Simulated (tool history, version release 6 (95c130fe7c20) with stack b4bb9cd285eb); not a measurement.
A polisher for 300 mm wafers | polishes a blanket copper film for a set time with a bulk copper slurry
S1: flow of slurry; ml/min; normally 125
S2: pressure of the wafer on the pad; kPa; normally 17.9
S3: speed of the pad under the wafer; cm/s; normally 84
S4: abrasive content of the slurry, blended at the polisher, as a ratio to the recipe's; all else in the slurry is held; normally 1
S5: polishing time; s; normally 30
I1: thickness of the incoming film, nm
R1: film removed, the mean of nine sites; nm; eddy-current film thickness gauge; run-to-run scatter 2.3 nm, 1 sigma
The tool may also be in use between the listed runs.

Run 1, hour 0: usual settings but S4 0.8; I1 4129.6. Result: R1 186.6 nm.
Run 2, hour 11.2: usual settings but S5 32 s; I1 4115.6. Result: R1 203 nm.
Run 3, hour 28.5: usual settings but S5 32 s; I1 4116.8. Result: R1 200.9 nm.
Run 4, hour 36.5: usual settings; I1 4084.2. Result: R1 190.8 nm.
Run 5, hour 54.4: usual settings; I1 4153. Result: R1 191.2 nm.
Run 6, hour 69.9: usual settings; I1 4108.4. Result: R1 188.5 nm.
Run 7, hour 87.8: usual settings; I1 4091.7. Result: R1 186 nm.
Run 8, hour 103.2: usual settings; I1 4127.5. Result: R1 187.9 nm.
Run 9, hour 116.2: usual settings; I1 4115.3. Result: R1 186.1 nm.
Run 10, hour 130.1: usual settings; I1 4083.3. Result: R1 189 nm.
Run 11, hour 142.3: usual settings; I1 4071.2. Result: R1 186.2 nm.
Run 12, hour 150.8: usual settings; I1 4100.3. Result: R1 185.2 nm.
Run 13, hour 168.6: usual settings; I1 4082.6. Result: R1 195.5 nm.
Run 14, hour 178.3: usual settings; I1 4051.5. Result: R1 196.3 nm.
Run 15, hour 190.3: usual settings but S1 165 ml/min, S5 38 s; I1 4095.6. Result: R1 259.5 nm.
Run 16, hour 206.3: usual settings; I1 4124. Result: R1 187.7 nm.
Run 17, hour 212.4: usual settings but S1 90 ml/min, S2 15.2 kPa, S4 1.1, S5 27 s; I1 4019.4. Result: R1 136.8 nm.
Run 18, hour 222.9: usual settings but S1 145 ml/min, S3 98 cm/s, S4 0.85, S5 23 s; I1 4078.3. Result: R1 178.1 nm.
Run 19, hour 234: usual settings but S1 110 ml/min, S2 23.4 kPa; I1 3998.3. Result: R1 244.7 nm.
Run 20, hour 245.4: usual settings but S3 70 cm/s, S4 0.85; I1 4116.7. Result: R1 157.2 nm.
Run 21, hour 278.8: usual settings but S2 24.1 kPa, S5 24 s; I1 4078.4. Result: R1 200.1 nm.
Run 22, hour 293.2: usual settings but S1 140 ml/min, S4 0.7; I1 4106.5. Result: R1 187.9 nm.
Run 23, hour 297.4: usual settings but S1 110 ml/min, S2 23.4 kPa; I1 4041.6. Result: R1 238.5 nm.
Run 24, hour 313.3: usual settings; I1 4110.8. Result: R1 190 nm.
Run 25, hour 320.6: usual settings but S2 22.1 kPa, S3 72 cm/s, S4 0.75, S5 24 s; I1 4013.3. Result: R1 152.1 nm.
Run 26, hour 328.5: usual settings but S1 85 ml/min, S2 20.7 kPa, S3 64 cm/s, S5 25 s; I1 4050. Result: R1 125.7 nm.
Run 27, hour 345.4: usual settings but S4 0.75; I1 4067.8. Result: R1 181.3 nm.
Run 28, hour 359.2: usual settings; I1 4123.1. Result: R1 185 nm.
Run 29, hour 372: usual settings but S1 155 ml/min, S5 24 s; I1 4093.7. Result: R1 153.2 nm.

Not shown here: 9 entries made in the log between runs. Locate each between two listed runs and compare the hidden state at the listed run before it with the hidden state at the listed run after it:
From run 1 to run 2: worn pad replaced by a new one (hour 10.7)
  abrasive missing from the slurry, %: 33.1 -> 33.7
  measured less the result without the state, R1: -8.3 -> -9.4 nm
From run 6 to run 7: worn pad replaced by a new one (hour 81.2)
  abrasive missing from the slurry, %: 36 -> 36.5
  measured less the result without the state, R1: -9.4 -> -9.4 nm
From run 8 to run 9: head pressure recalibrated (hour 113.1)
  abrasive missing from the slurry, %: 36.8 -> 37.1
  measured less the result without the state, R1: -9.6 -> -9.6 nm
From run 12 to run 13: worn pad replaced by a new one (hour 157.9); slurry blender recalibrated (hour 168.1)
  abrasive missing from the slurry, %: 37.7 -> 2.7
  measured less the result without the state, R1: -9.8 -> -0.7 nm
From run 16 to run 17: slurry nozzle cleaned (hour 208.1)
  abrasive missing from the slurry, %: 13 -> 14.4
  measured less the result without the state, R1: -3.2 -> -2.6 nm
From run 17 to run 18: worn pad replaced by a new one (hour 222.4)
  abrasive missing from the slurry, %: 14.4 -> 16.6
  measured less the result without the state, R1: -2.6 -> -3.8 nm
From run 21 to run 22: worn pad replaced by a new one (hour 292.7)
  abrasive missing from the slurry, %: 25.4 -> 27.1
  measured less the result without the state, R1: -6.7 -> -6.7 nm
From run 28 to run 29: worn pad replaced by a new one (hour 365.2)
  abrasive missing from the slurry, %: 32.5 -> 33.2
  measured less the result without the state, R1: -8.3 -> -7 nm
